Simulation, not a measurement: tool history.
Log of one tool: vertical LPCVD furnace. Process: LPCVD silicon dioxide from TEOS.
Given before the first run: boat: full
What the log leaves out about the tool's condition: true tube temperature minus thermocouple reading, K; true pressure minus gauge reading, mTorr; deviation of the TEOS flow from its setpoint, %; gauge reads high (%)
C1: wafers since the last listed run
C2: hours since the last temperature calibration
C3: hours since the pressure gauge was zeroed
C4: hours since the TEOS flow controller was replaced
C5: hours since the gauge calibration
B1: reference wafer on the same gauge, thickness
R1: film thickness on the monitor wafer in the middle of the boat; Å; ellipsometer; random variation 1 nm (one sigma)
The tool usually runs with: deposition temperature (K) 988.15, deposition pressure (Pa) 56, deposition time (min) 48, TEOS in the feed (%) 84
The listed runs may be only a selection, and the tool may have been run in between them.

{"run": 1, "hour": 0.0, "deposition temperature (K)": 988.15, "deposition pressure (Pa)": 50.7, "deposition time (min)": 48, "TEOS in the feed (%)": 84, "C1": 0, "C2": 1137.8, "C3": 3957, "C4": 6515.5, "C5": 506.8, "B1": 689.44, "R1": 6358.4}
{"run": 2, "hour": 15.5, "deposition temperature (K)": 988.15, "deposition pressure (Pa)": 56, "deposition time (min)": 48, "TEOS in the feed (%)": 84, "C1": 240, "C2": 1153.3, "C3": 3972.5, "C4": 6531, "C5": 522.3, "B1": 689.15, "R1": 6683.2}
{"run": 3, "hour": 47.4, "deposition temperature (K)": 988.15, "deposition pressure (Pa)": 56, "deposition time (min)": 48, "TEOS in the feed (%)": 84, "C1": 495, "C2": 1185.2, "C3": 4004.4, "C4": 6562.9, "C5": 554.2, "B1": 688.97, "R1": 6692.5}
{"run": 4, "hour": 61.2, "deposition temperature (K)": 988.15, "deposition pressure (Pa)": 56, "deposition time (min)": 48, "TEOS in the feed (%)": 84, "C1": 214, "C2": 1199, "C3": 4018.2, "C4": 6576.7, "C5": 568, "B1": 688.68, "R1": 6682.4}
{"run": 5, "hour": 73.4, "deposition temperature (K)": 988.15, "deposition pressure (Pa)": 56, "deposition time (min)": 48, "TEOS in the feed (%)": 84, "C1": 189, "C2": 1211.2, "C3": 4030.4, "C4": 6588.9, "C5": 580.2, "B1": 688.64, "R1": 6690.2}
{"run": 6, "hour": 115.3, "deposition temperature (K)": 988.15, "deposition pressure (Pa)": 56, "deposition time (min)": 41, "TEOS in the feed (%)": 84, "C1": 650, "C2": 1253.1, "C3": 4072.3, "C4": 6630.8, "C5": 622.1, "B1": 688.82, "R1": 5706.3}
{"run": 7, "hour": 136.8, "deposition temperature (K)": 988.15, "deposition pressure (Pa)": 56, "deposition time (min)": 41, "TEOS in the feed (%)": 84, "C1": 333, "C2": 1274.6, "C3": 4093.8, "C4": 6652.3, "C5": 643.6, "B1": 689.23, "R1": 5719}
{"run": 8, "hour": 150.3, "deposition temperature (K)": 988.15, "deposition pressure (Pa)": 64.7, "deposition time (min)": 48, "TEOS in the feed (%)": 84, "C1": 209, "C2": 1288.1, "C3": 4107.3, "C4": 6665.8, "C5": 657.1, "B1": 689.03, "R1": 7221.7}
{"run": 9, "hour": 175.8, "deposition temperature (K)": 988.15, "deposition pressure (Pa)": 56, "deposition time (min)": 48, "TEOS in the feed (%)": 84, "C1": 395, "C2": 1313.6, "C3": 4132.8, "C4": 6691.3, "C5": 682.6, "B1": 688.52, "R1": 6671.6}
{"hour": 264.7, "done": "gauge calibrated"}
{"hour": 281.4, "done": "pressure gauge zeroed"}
{"run": 10, "hour": 281.9, "deposition temperature (K)": 988.15, "deposition pressure (Pa)": 56, "deposition time (min)": 48, "TEOS in the feed (%)": 84, "C1": 1274, "C2": 1419.7, "C3": 0.5, "C4": 6797.4, "C5": 17.2, "B1": 689.12, "R1": 6803.6}
{"run": 11, "hour": 301.9, "deposition temperature (K)": 988.15, "deposition pressure (Pa)": 56, "deposition time (min)": 32, "TEOS in the feed (%)": 90, "C1": 310, "C2": 1439.7, "C3": 20.5, "C4": 6817.4, "C5": 37.2, "B1": 688.73, "R1": 4707.6}
{"run": 12, "hour": 343.6, "deposition temperature (K)": 988.15, "deposition pressure (Pa)": 56, "deposition time (min)": 48, "TEOS in the feed (%)": 84, "C1": 647, "C2": 1481.4, "C3": 62.2, "C4": 6859.1, "C5": 78.9, "B1": 688.72, "R1": 6810.9}
{"run": 13, "hour": 368.3, "deposition temperature (K)": 978.15, "deposition pressure (Pa)": 56, "deposition time (min)": 59, "TEOS in the feed (%)": 84, "C1": 383, "C2": 1506.1, "C3": 86.9, "C4": 6883.8, "C5": 103.6, "B1": 688.66, "R1": 6670.6}
{"run": 14, "hour": 394.2, "deposition temperature (K)": 992.15, "deposition pressure (Pa)": 48.7, "deposition time (min)": 37.5, "TEOS in the feed (%)": 97, "C1": 401, "C2": 1532, "C3": 112.8, "C4": 6909.7, "C5": 129.5, "B1": 688.7, "R1": 5836.3}
{"hour": 419.9, "done": "TEOS flow controller replaced"}
{"run": 15, "hour": 425.1, "deposition temperature (K)": 988.15, "deposition pressure (Pa)": 56, "deposition time (min)": 48, "TEOS in the feed (%)": 84, "C1": 107, "C2": 1562.9, "C3": 143.7, "C4": 5.2, "C5": 160.4, "B1": 689.62, "R1": 6821.5}
{"run": 16, "hour": 460.3, "deposition temperature (K)": 997.15, "deposition pressure (Pa)": 56, "deposition time (min)": 38.5, "TEOS in the feed (%)": 95, "C1": 546, "C2": 1598.1, "C3": 178.9, "C4": 40.4, "C5": 195.6, "B1": 688.92, "R1": 7090.2}
{"run": 17, "hour": 486.9, "deposition temperature (K)": 988.15, "deposition pressure (Pa)": 56, "deposition time (min)": 48, "TEOS in the feed (%)": 84, "C1": 412, "C2": 1624.7, "C3": 205.5, "C4": 67, "C5": 222.2, "B1": 688.6, "R1": 6821.1}
{"run": 18, "hour": 504.4, "deposition temperature (K)": 988.15, "deposition pressure (Pa)": 56, "deposition time (min)": 48, "TEOS in the feed (%)": 84, "C1": 271, "C2": 1642.2, "C3": 223, "C4": 84.5, "C5": 239.7, "B1": 689.16, "R1": 6806.6}
{"hour": 555.5, "done": "thermocouples replaced and temperature profile calibrated"}
{"run": 19, "hour": 556.0, "deposition temperature (K)": 988.15, "deposition pressure (Pa)": 56, "deposition time (min)": 48, "TEOS in the feed (%)": 91, "C1": 428, "C2": 0.5, "C3": 274.6, "C4": 136.1, "C5": 291.3, "B1": 689.07, "R1": 6994.9}
{"run": 20, "hour": 560.9, "deposition temperature (K)": 988.15, "deposition pressure (Pa)": 48.7, "deposition time (min)": 48, "TEOS in the feed (%)": 79, "C1": 76, "C2": 5.4, "C3": 279.5, "C4": 141, "C5": 296.2, "B1": 688.76, "R1": 6081.4}
{"run": 21, "hour": 585.0, "deposition temperature (K)": 988.15, "deposition pressure (Pa)": 56, "deposition time (min)": 48, "TEOS in the feed (%)": 84, "C1": 374, "C2": 29.5, "C3": 303.6, "C4": 165.1, "C5": 320.3, "B1": 688.65, "R1": 6727.3}
{"run": 22, "hour": 617.5, "deposition temperature (K)": 988.15, "deposition pressure (Pa)": 56, "deposition time (min)": 48, "TEOS in the feed (%)": 84, "C1": 504, "C2": 62, "C3": 336.1, "C4": 197.6, "C5": 352.8, "B1": 688.71, "R1": 6705.2}
{"run": 23, "hour": 642.5, "deposition temperature (K)": 988.15, "deposition pressure (Pa)": 50.7, "deposition time (min)": 48, "TEOS in the feed (%)": 74, "C1": 387, "C2": 87, "C3": 361.1, "C4": 222.6, "C5": 377.8, "B1": 689.44, "R1": 5993.7}
{"run": 24, "hour": 668.5, "deposition temperature (K)": 978.15, "deposition pressure (Pa)": 51.3, "deposition time (min)": 59, "TEOS in the feed (%)": 95, "C1": 403, "C2": 113, "C3": 387.1, "C4": 248.6, "C5": 403.8, "B1": 689.25, "R1": 6701}
{"run": 25, "hour": 702.5, "deposition temperature (K)": 988.15, "deposition pressure (Pa)": 47.3, "deposition time (min)": 36, "TEOS in the feed (%)": 84, "C1": 527, "C2": 147, "C3": 421.1, "C4": 282.6, "C5": 437.8, "B1": 688.57, "R1": 4634.8}
{"run": 26, "hour": 733.3, "deposition temperature (K)": 988.15, "deposition pressure (Pa)": 56, "deposition time (min)": 63, "TEOS in the feed (%)": 84, "C1": 478, "C2": 177.8, "C3": 451.9, "C4": 313.4, "C5": 468.6, "B1": 688.7, "R1": 8854.5}
{"run": 27, "hour": 801.2, "deposition temperature (K)": 988.15, "deposition pressure (Pa)": 62.7, "deposition time (min)": 48, "TEOS in the feed (%)": 84, "C1": 1053, "C2": 245.7, "C3": 519.8, "C4": 381.3, "C5": 536.5, "B1": 689.36, "R1": 7120.5}
{"run": 28, "hour": 829.2, "deposition temperature (K)": 988.15, "deposition pressure (Pa)": 56, "deposition time (min)": 48, "TEOS in the feed (%)": 84, "C1": 434, "C2": 273.7, "C3": 547.8, "C4": 409.3, "C5": 564.5, "B1": 688.72, "R1": 6744}
{"run": 29, "hour": 848.1, "deposition temperature (K)": 988.15, "deposition pressure (Pa)": 56, "deposition time (min)": 48, "TEOS in the feed (%)": 97, "C1": 293, "C2": 292.6, "C3": 566.7, "C4": 428.2, "C5": 583.4, "B1": 689.35, "R1": 7279.4}
{"run": 30, "hour": 878.1, "deposition temperature (K)": 993.15, "deposition pressure (Pa)": 42.7, "deposition time (min)": 48, "TEOS in the feed (%)": 94, "C1": 465, "C2": 322.6, "C3": 596.7, "C4": 458.2, "C5": 613.4, "B1": 688.89, "R1": 6981.8}

Pick out some run-to-run changes in R1. Of each, how much would a tool without hidden state show as well, from the settings, what came in and chance, and how much is left for the hidden state and any gauge scatter not in both results compared?
Run 9 -> 10: gauge calibrated, pressure gauge zeroed. R1 +132 Å: hidden state +127.3, all else +4.7.
Run 10 -> 11: deposition time (min) 48 -> 32, TEOS in the feed (%) 84 -> 90. R1 -2096 Å: hidden state -25.7, all else -2070.3.
Run 11 -> 12: deposition time (min) 32 -> 48, TEOS in the feed (%) 90 -> 84. R1 +2103.3 Å: hidden state +26.7, all else +2076.6.
Run 18 -> 19: TEOS in the feed (%) 84 -> 91, thermocouples replaced and temperature profile calibrated. R1 +188.3 Å: hidden state -96.7, all else +285.
Run 25 -> 26: deposition pressure (Pa) 47.3 -> 56, deposition time (min) 36 -> 63. R1 +4219.7 Å: hidden state +12.8, all else +4206.9.

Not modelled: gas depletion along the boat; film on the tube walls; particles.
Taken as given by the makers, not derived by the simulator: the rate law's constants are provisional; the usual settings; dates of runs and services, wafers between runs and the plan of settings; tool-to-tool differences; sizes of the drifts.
